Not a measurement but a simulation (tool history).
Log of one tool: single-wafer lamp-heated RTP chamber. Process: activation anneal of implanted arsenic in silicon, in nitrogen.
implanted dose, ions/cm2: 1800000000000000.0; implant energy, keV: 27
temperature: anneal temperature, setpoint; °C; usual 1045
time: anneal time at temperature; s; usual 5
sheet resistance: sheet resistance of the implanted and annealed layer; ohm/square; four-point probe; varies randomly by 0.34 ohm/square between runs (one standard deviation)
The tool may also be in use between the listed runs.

| run | hour | temperature | time | read-back reference wafer on the same gauge, sheet resistance | sheet resistance |
|---|---|---|---|---|---|
| 1 | 0.0 | 1045 | 5 | 93.49 | 95.96 |
| 2 | 179.6 | 1045 | 5 | 93.50 | 94.51 |
| 3 | 218.8 | 1045 | 5 | 93.48 | 94.71 |
| 4 | 244.2 | 1045 | 5 | 93.40 | 94.05 |
|  | 291.1 | pyrometer window cleaned and pyrometer calibrated |
| 5 | 304.6 | 1045 | 5 | 93.45 | 95.86 |
|  | 358.3 | reflector plate cleaned |
| 6 | 506.4 | 1045 | 5 | 93.57 | 94.29 |
| 7 | 550.3 | 1045 | 5 | 93.35 | 93.82 |
| 8 | 580.5 | 1053 | 5 | 93.50 | 91.66 |
| 9 | 607.4 | 1053 | 5 | 93.48 | 91.43 |
| 10 | 641.9 | 1045 | 5 | 93.56 | 93.32 |
|  | 667.7 | pyrometer window cleaned and pyrometer calibrated |
| 11 | 669.2 | 1035 | 5 | 93.58 | 98.71 |
| 12 | 713.1 | 1035 | 5 | 93.60 | 98.26 |
| 13 | 738.0 | 1032 | 5 | 93.59 | 98.73 |
|  | 752.1 | reflector plate cleaned |
| 14 | 808.8 | 1032 | 5 | 93.56 | 98.95 |
| 15 | 928.6 | 1068 | 5 | 93.51 | 88.72 |
| 16 | 958.6 | 1045 | 5 | 93.40 | 94.26 |
|  | 1038.3 | pyrometer window cleaned and pyrometer calibrated |
| 17 | 1052.5 | 1059 | 5 | 93.45 | 92.55 |
| 18 | 1087.6 | 1066 | 5 | 93.37 | 91.31 |
|  | 1135.6 | reflector plate cleaned |
| 19 | 1136.1 | 1064 | 3 | 93.44 | 95.81 |
|  | 1166.8 | gauge calibrated |
| 20 | 1250.1 | 1060 | 3 | 93.67 | 95.10 |
| 21 | 1320.8 | 1045 | 5 | 93.55 | 93.92 |
| 22 | 1362.7 | 1045 | 3 | 93.46 | 98.53 |
|  | 1386.5 | pyrometer window cleaned and pyrometer calibrated |
| 23 | 1409.0 | 1029 | 3 | 93.53 | 104.00 |
| 24 | 1444.6 | 1064 | 6 | 93.40 | 89.43 |
| 25 | 1470.6 | 1065 | 4 | 93.45 | 92.98 |
|  | 1492.1 | reflector plate cleaned |
| 26 | 1536.1 | 1045 | 5 | 93.43 | 95.31 |
| 27 | 1569.8 | 1057 | 3 | 93.60 | 97.12 |
| 28 | 1734.0 | 1045 | 5 | 93.44 | 93.52 |
|  | 1752.7 | pyrometer window cleaned and pyrometer calibrated |
| 29 | 1782.8 | 1072 | 6 | 93.46 | 87.99 |

Forecast each of these 5 alternatives for the next run:
| A | 1783.2 | 1064 | 5 | ? | ? |
| B | 1783.2 | 1034 | 3 | ? | ? |
| C | 1783.2 | 1017 | 6 | ? | ? |
| D | 1783.2 | 1030 | 7 | ? | ? |
| E | 1783.2 | 1071 | 3 | ? | ? |

| run | read-back reference wafer on the same gauge, sheet resistance | sheet resistance |
|---|---|---|
| A | 93.46 | 91.70 |
| B | 93.46 | 103.17 |
| C | 93.46 | 101.79 |
| D | 93.46 | 97.11 |
| E | 93.46 | 94.77 |
Without the tool's unlogged condition, the same runs would have read:
| run | sheet resistance |
|---|---|
| A | 92.02 |
| B | 103.49 |
| C | 102.15 |
| D | 97.45 |
| E | 95.07 |

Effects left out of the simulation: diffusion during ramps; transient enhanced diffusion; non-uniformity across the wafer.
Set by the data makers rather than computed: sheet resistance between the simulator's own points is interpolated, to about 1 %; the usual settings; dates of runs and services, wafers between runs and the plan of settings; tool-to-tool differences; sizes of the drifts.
